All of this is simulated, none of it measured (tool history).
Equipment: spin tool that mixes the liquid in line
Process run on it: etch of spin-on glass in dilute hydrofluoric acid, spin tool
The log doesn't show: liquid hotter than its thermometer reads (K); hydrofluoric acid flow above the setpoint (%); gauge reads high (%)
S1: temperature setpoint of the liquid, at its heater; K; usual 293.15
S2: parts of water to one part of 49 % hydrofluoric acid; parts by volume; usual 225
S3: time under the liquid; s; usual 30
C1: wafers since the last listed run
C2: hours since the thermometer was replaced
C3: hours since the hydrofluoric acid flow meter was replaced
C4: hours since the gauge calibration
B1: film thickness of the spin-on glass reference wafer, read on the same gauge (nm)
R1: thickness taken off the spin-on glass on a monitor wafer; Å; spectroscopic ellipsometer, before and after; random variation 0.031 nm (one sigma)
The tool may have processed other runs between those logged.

run,day,S1,S2,S3,C1,C2,C3,C4,B1,R1
1,0.000,293.15,225,30,0,1285.9,180.8,1059.5,110.00,56.7
2,3.029,293.15,225,30,772,1358.6,253.5,1132.2,109.98,55.8
3,5.067,293.15,225,30,519,1407.5,302.4,1181.1,110.01,56.1
4,6.783,293.15,255,30,437,1448.7,343.6,1222.3,109.97,47.8
5,9.400,293.15,255,30,667,1511.5,406.4,1285.1,109.98,48.1
6,12.879,293.15,275,30,887,1595.0,489.9,1368.6,110.04,43.7
# day 13.925: hydrofluoric acid flow meter replaced
7,16.246,293.15,275,30,848,1675.8,55.7,1449.4,110.02,43.8
8,18.467,293.15,275,30,566,1729.1,109.0,1502.7,109.99,43.9
9,22.858,296.65,300,30,1120,1834.5,214.4,1608.1,110.02,44.6
10,26.112,296.65,300,30,830,1912.6,292.5,1686.2,109.98,44.3
11,28.646,293.15,225,30,646,1973.4,353.3,1747.0,110.00,55.9
12,32.054,293.15,225,30,869,2055.2,435.1,1828.8,109.97,56.1
13,35.733,293.15,330,40,938,2143.5,523.4,1917.1,109.99,46.5
# day 36.483: gauge calibrated
14,38.788,293.15,255,30,779,2216.8,596.7,55.3,109.99,48.4
# day 41.112: hydrofluoric acid flow meter replaced
15,41.133,293.15,225,30,587,2273.1,0.5,111.6,110.00,56.8
16,43.133,291.65,275,20,510,2321.1,48.5,159.6,110.01,27.6
17,46.058,293.15,225,30,746,2391.3,118.7,229.8,109.98,56.5
18,49.671,296.65,320,40,921,2478.0,205.4,316.5,109.97,54.7
19,52.596,293.15,305,50,746,2548.2,275.6,386.7,109.96,64.0
20,55.558,290.15,120,45,755,2619.3,346.7,457.8,110.00,153.6
21,59.308,290.15,160,50,956,2709.3,436.7,547.8,110.02,123.9
22,61.217,296.65,225,30,486,2755.1,482.5,593.6,109.99,63.7
# day 61.371: hydrofluoric acid flow meter replaced
# day 61.642: thermometer replaced
23,67.462,293.15,325,30,1572,139.7,146.2,743.5,110.02,35.5
24,71.550,290.15,320,30,1042,237.8,244.3,841.6,109.98,32.6
25,79.321,293.15,260,50,1982,424.3,430.8,1028.1,110.00,78.7

Here are 3 independent what-if runs from the current tool condition. What would each one return?
A,79.338,293.15,225,30,4,424.7,431.2,1028.5,?,?
B,79.338,297.15,280,25,4,424.7,431.2,1028.5,?,?
C,79.338,290.15,185,45,4,424.7,431.2,1028.5,?,?

run,B1,R1
A,109.93,56.4
B,109.93,41.5
C,109.93,95.1
Without the tool's unlogged condition, the same runs would have read:
run,R1
A,56.4
B,41.5
C,95.1
